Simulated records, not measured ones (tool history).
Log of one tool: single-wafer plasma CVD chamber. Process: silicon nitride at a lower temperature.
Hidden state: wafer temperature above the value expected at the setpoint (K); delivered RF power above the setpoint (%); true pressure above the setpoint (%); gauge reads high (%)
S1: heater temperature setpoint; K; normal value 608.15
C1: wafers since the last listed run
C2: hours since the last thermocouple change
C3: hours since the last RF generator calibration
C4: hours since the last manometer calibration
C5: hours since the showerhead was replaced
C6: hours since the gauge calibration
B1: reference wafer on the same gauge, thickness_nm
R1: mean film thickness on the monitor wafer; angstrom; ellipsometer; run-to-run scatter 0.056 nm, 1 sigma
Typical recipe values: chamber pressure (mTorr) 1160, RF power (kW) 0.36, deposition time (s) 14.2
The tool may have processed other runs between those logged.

run 1 hour=0 | S1=608.15 chamber_pressure_(mTorr)=1160 RF_power_(kW)=0.36 deposition_time_(s)=14.2 | C1=0 C2=2032.3 C3=1182.5 C4=837.6 C5=2600.2 C6=607.6 | B1=14.967 | R1=180.76
run 2 hour=46.9 | S1=608.15 chamber_pressure_(mTorr)=1160 RF_power_(kW)=0.36 deposition_time_(s)=14.2 | C1=868 C2=2079.2 C3=1229.4 C4=884.5 C5=2647.1 C6=654.5 | B1=14.931 | R1=180.79
run 3 hour=95.7 | S1=608.15 chamber_pressure_(mTorr)=1160 RF_power_(kW)=0.36 deposition_time_(s)=14.2 | C1=903 C2=2128 C3=1278.2 C4=933.3 C5=2695.9 C6=703.3 | B1=14.913 | R1=181.04
run 4 hour=138.4 | S1=608.15 chamber_pressure_(mTorr)=1160 RF_power_(kW)=0.36 deposition_time_(s)=14.2 | C1=790 C2=2170.7 C3=1320.9 C4=976 C5=2738.6 C6=746 | B1=14.893 | R1=180.35
run 5 hour=196.4 | S1=608.15 chamber_pressure_(mTorr)=1160 RF_power_(kW)=0.36 deposition_time_(s)=14.2 | C1=1073 C2=2228.7 C3=1378.9 C4=1034 C5=2796.6 C6=804 | B1=14.853 | R1=179.37
-- hour=209.9 gauge calibrated
-- hour=242.8 thermocouple changed; heater temperature recalibrated
run 6 hour=245.1 | S1=608.15 chamber_pressure_(mTorr)=1160 RF_power_(kW)=0.36 deposition_time_(s)=14.2 | C1=753 C2=2.3 C3=1427.6 C4=1082.7 C5=2845.3 C6=35.2 | B1=15.217 | R1=183.54
run 7 hour=284.5 | S1=608.15 chamber_pressure_(mTorr)=1160 RF_power_(kW)=0.36 deposition_time_(s)=14.2 | C1=729 C2=41.7 C3=1467 C4=1122.1 C5=2884.7 C6=74.6 | B1=15.194 | R1=184.03
run 8 hour=342.1 | S1=608.15 chamber_pressure_(mTorr)=1160 RF_power_(kW)=0.36 deposition_time_(s)=14.2 | C1=1066 C2=99.3 C3=1524.6 C4=1179.7 C5=2942.3 C6=132.2 | B1=15.171 | R1=183.58
run 9 hour=366.8 | S1=608.15 chamber_pressure_(mTorr)=1160 RF_power_(kW)=0.36 deposition_time_(s)=14.2 | C1=457 C2=124 C3=1549.3 C4=1204.4 C5=2967 C6=156.9 | B1=15.156 | R1=182.9
run 10 hour=413.7 | S1=608.15 chamber_pressure_(mTorr)=1160 RF_power_(kW)=0.36 deposition_time_(s)=14.2 | C1=868 C2=170.9 C3=1596.2 C4=1251.3 C5=3013.9 C6=203.8 | B1=15.13 | R1=183.37
run 11 hour=474.9 | S1=617.15 chamber_pressure_(mTorr)=1160 RF_power_(kW)=0.315 deposition_time_(s)=14.2 | C1=1132 C2=232.1 C3=1657.4 C4=1312.5 C5=3075.1 C6=265 | B1=15.095 | R1=173.18
run 12 hour=519.7 | S1=621.15 chamber_pressure_(mTorr)=1430 RF_power_(kW)=0.335 deposition_time_(s)=13.2 | C1=829 C2=276.9 C3=1702.2 C4=1357.3 C5=3119.9 C6=309.8 | B1=15.077 | R1=173.86
run 13 hour=586.2 | S1=608.15 chamber_pressure_(mTorr)=1160 RF_power_(kW)=0.36 deposition_time_(s)=14.2 | C1=1231 C2=343.4 C3=1768.7 C4=1423.8 C5=3186.4 C6=376.3 | B1=15.043 | R1=182.24
run 14 hour=618.5 | S1=608.15 chamber_pressure_(mTorr)=940 RF_power_(kW)=0.36 deposition_time_(s)=14.2 | C1=597 C2=375.7 C3=1801 C4=1456.1 C5=3218.7 C6=408.6 | B1=15.015 | R1=171.03
-- hour=643.9 capacitance manometer re-zeroed and calibrated
run 15 hour=671.3 | S1=608.15 chamber_pressure_(mTorr)=1160 RF_power_(kW)=0.36 deposition_time_(s)=14.2 | C1=829 C2=428.5 C3=1853.8 C4=27.4 C5=3271.5 C6=461.4 | B1=14.993 | R1=181.76
-- hour=685.1 RF generator calibrated
run 16 hour=698.2 | S1=608.15 chamber_pressure_(mTorr)=1290 RF_power_(kW)=0.41 deposition_time_(s)=12.3 | C1=349 C2=455.4 C3=13.1 C4=54.3 C5=3298.4 C6=488.3 | B1=14.982 | R1=169.76
run 17 hour=741.2 | S1=608.15 chamber_pressure_(mTorr)=1060 RF_power_(kW)=0.4 deposition_time_(s)=15.1 | C1=796 C2=498.4 C3=56.1 C4=97.3 C5=3341.4 C6=531.3 | B1=14.954 | R1=195.36
run 18 hour=790 | S1=608.15 chamber_pressure_(mTorr)=1270 RF_power_(kW)=0.36 deposition_time_(s)=16.2 | C1=903 C2=547.2 C3=104.9 C4=146.1 C5=3390.2 C6=580.1 | B1=14.934 | R1=211.44
run 19 hour=846.6 | S1=608.15 chamber_pressure_(mTorr)=1160 RF_power_(kW)=0.36 deposition_time_(s)=12.4 | C1=1047 C2=603.8 C3=161.5 C4=202.7 C5=3446.8 C6=636.7 | B1=14.894 | R1=158.02
-- hour=874.5 showerhead replaced
run 20 hour=877.9 | S1=603.15 chamber_pressure_(mTorr)=1160 RF_power_(kW)=0.425 deposition_time_(s)=12.8 | C1=431 C2=635.1 C3=192.8 C4=234 C5=3.4 C6=668 | B1=14.88 | R1=173.6
run 21 hour=913.5 | S1=621.15 chamber_pressure_(mTorr)=1430 RF_power_(kW)=0.335 deposition_time_(s)=13.2 | C1=659 C2=670.7 C3=228.4 C4=269.6 C5=39 C6=703.6 | B1=14.875 | R1=172.26
run 22 hour=951.6 | S1=608.15 chamber_pressure_(mTorr)=1160 RF_power_(kW)=0.36 deposition_time_(s)=14.2 | C1=705 C2=708.8 C3=266.5 C4=307.7 C5=77.1 C6=741.7 | B1=14.854 | R1=180.41
run 23 hour=1014.1 | S1=614.15 chamber_pressure_(mTorr)=980 RF_power_(kW)=0.3 deposition_time_(s)=13.2 | C1=1157 C2=771.3 C3=329 C4=370.2 C5=139.6 C6=804.2 | B1=14.819 | R1=148.26
run 24 hour=1057.2 | S1=608.15 chamber_pressure_(mTorr)=1400 RF_power_(kW)=0.36 deposition_time_(s)=12.9 | C1=797 C2=814.4 C3=372.1 C4=413.3 C5=182.7 C6=847.3 | B1=14.798 | R1=170.92
run 25 hour=1097.4 | S1=608.15 chamber_pressure_(mTorr)=1160 RF_power_(kW)=0.395 deposition_time_(s)=14.2 | C1=744 C2=854.6 C3=412.3 C4=453.5 C5=222.9 C6=887.5 | B1=14.78 | R1=184.46
run 26 hour=1155.5 | S1=598.15 chamber_pressure_(mTorr)=1020 RF_power_(kW)=0.325 deposition_time_(s)=12.8 | C1=1075 C2=912.7 C3=470.4 C4=511.6 C5=281 C6=945.6 | B1=14.732 | R1=149.6
run 27 hour=1195.3 | S1=599.15 chamber_pressure_(mTorr)=1240 RF_power_(kW)=0.38 deposition_time_(s)=15.8 | C1=736 C2=952.5 C3=510.2 C4=551.4 C5=320.8 C6=985.4 | B1=14.729 | R1=205.59
run 28 hour=1221.7 | S1=608.15 chamber_pressure_(mTorr)=1270 RF_power_(kW)=0.36 deposition_time_(s)=11.8 | C1=488 C2=978.9 C3=536.6 C4=577.8 C5=347.2 C6=1011.8 | B1=14.705 | R1=151.79
-- hour=1242.4 gauge calibrated
run 29 hour=1270.5 | S1=622.15 chamber_pressure_(mTorr)=1390 RF_power_(kW)=0.36 deposition_time_(s)=14.2 | C1=903 C2=1027.7 C3=585.4 C4=626.6 C5=396 C6=28.1 | B1=15.341 | R1=194.07

Pick out some run-to-run changes in R1. Of each, how much would a tool without hidden state show as well, from the settings, what came in and chance, and how much is left for the hidden state and any gauge scatter not in both results compared?
Run 5 -> 6: gauge calibrated, thermocouple changed; heater temperature recalibrated. R1 +4.17 angstrom: hidden state +4.35, all else -0.18.
Run 26 -> 27: S1 598.15 -> 599.15, chamber pressure (mTorr) 1020 -> 1240, RF power (kW) 0.325 -> 0.38, deposition time (s) 12.8 -> 15.8. R1 +55.99 angstrom: hidden state -2.41, all else +58.4.
Run 27 -> 28: S1 599.15 -> 608.15, chamber pressure (mTorr) 1240 -> 1270, RF power (kW) 0.38 -> 0.36, deposition time (s) 15.8 -> 11.8. R1 -53.8 angstrom: hidden state +1.96, all else -55.76.
Run 28 -> 29: S1 608.15 -> 622.15, chamber pressure (mTorr) 1270 -> 1390, deposition time (s) 11.8 -> 14.2, gauge calibrated. R1 +42.28 angstrom: hidden state +6.59, all else +35.69.
